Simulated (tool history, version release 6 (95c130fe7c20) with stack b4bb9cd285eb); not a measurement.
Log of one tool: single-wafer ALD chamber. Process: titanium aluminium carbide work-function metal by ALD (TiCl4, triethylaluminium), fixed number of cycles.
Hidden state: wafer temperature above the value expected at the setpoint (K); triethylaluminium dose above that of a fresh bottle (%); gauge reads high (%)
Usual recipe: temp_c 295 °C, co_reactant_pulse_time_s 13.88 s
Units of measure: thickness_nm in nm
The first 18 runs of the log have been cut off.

run	hour	temp_c	co_reactant_pulse_time_s	wafers since the last listed run	hours since the last thermocouple change	hours since the last triethylaluminium bottle change	hours since the showerhead was replaced	hours since the gauge calibration	read-back reference wafer on the same gauge, thickness_nm	thickness_nm
19	501.2	308	15.97	205	1395.5	281.3	417.6	185	1.521	1.841
20	531.1	295	12.31	205	1425.4	311.2	447.5	214.9	1.52	1.715
21	554.1	281	8.6	158	1448.4	334.2	470.5	237.9	1.52	1.561
# hour 573.1: thermocouple changed; heater temperature recalibrated
22	573.6	290	19.13	79	0.5	353.7	490	257.4	1.52	1.698
23	596.6	307	15.95	158	23.5	376.7	513	280.4	1.519	1.823
24	630	303	17.21	230	56.9	410.1	546.4	313.8	1.522	1.795
25	648.5	295	13.88	127	75.4	428.6	564.9	332.3	1.52	1.723
26	679	305	13.88	210	105.9	459.1	595.4	362.8	1.518	1.796
27	706.9	295	13.88	192	133.8	487	623.3	390.7	1.519	1.724
28	727.3	295	16.89	140	154.2	507.4	643.7	411.1	1.521	1.728
29	762.3	302	13.88	241	189.2	542.4	678.7	446.1	1.521	1.772
30	796.7	295	18.44	236	223.6	576.8	713.1	480.5	1.521	1.737
31	858.6	283	10.46	426	285.5	638.7	775	542.4	1.519	1.587
32	884.8	295	17.74	180	311.7	664.9	801.2	568.6	1.519	1.723

Branching from run 32: 5 alternative next runs. What would each branch give?
A	885.2	284	13.88	2	312.1	665.3	801.6	569	?	?
B	885.2	287	9.26	2	312.1	665.3	801.6	569	?	?
C	885.2	288	15.59	2	312.1	665.3	801.6	569	?	?
D	885.2	286	10.47	2	312.1	665.3	801.6	569	?	?
E	885.2	310	16.43	2	312.1	665.3	801.6	569	?	?

run	read-back reference wafer on the same gauge, thickness_nm	thickness_nm
A	1.52	1.628
B	1.52	1.588
C	1.52	1.671
D	1.52	1.603
E	1.52	1.844
Without the tool's hidden state the same runs would have given:
run	thickness_nm
A	1.657
B	1.648
C	1.692
D	1.653
E	1.864

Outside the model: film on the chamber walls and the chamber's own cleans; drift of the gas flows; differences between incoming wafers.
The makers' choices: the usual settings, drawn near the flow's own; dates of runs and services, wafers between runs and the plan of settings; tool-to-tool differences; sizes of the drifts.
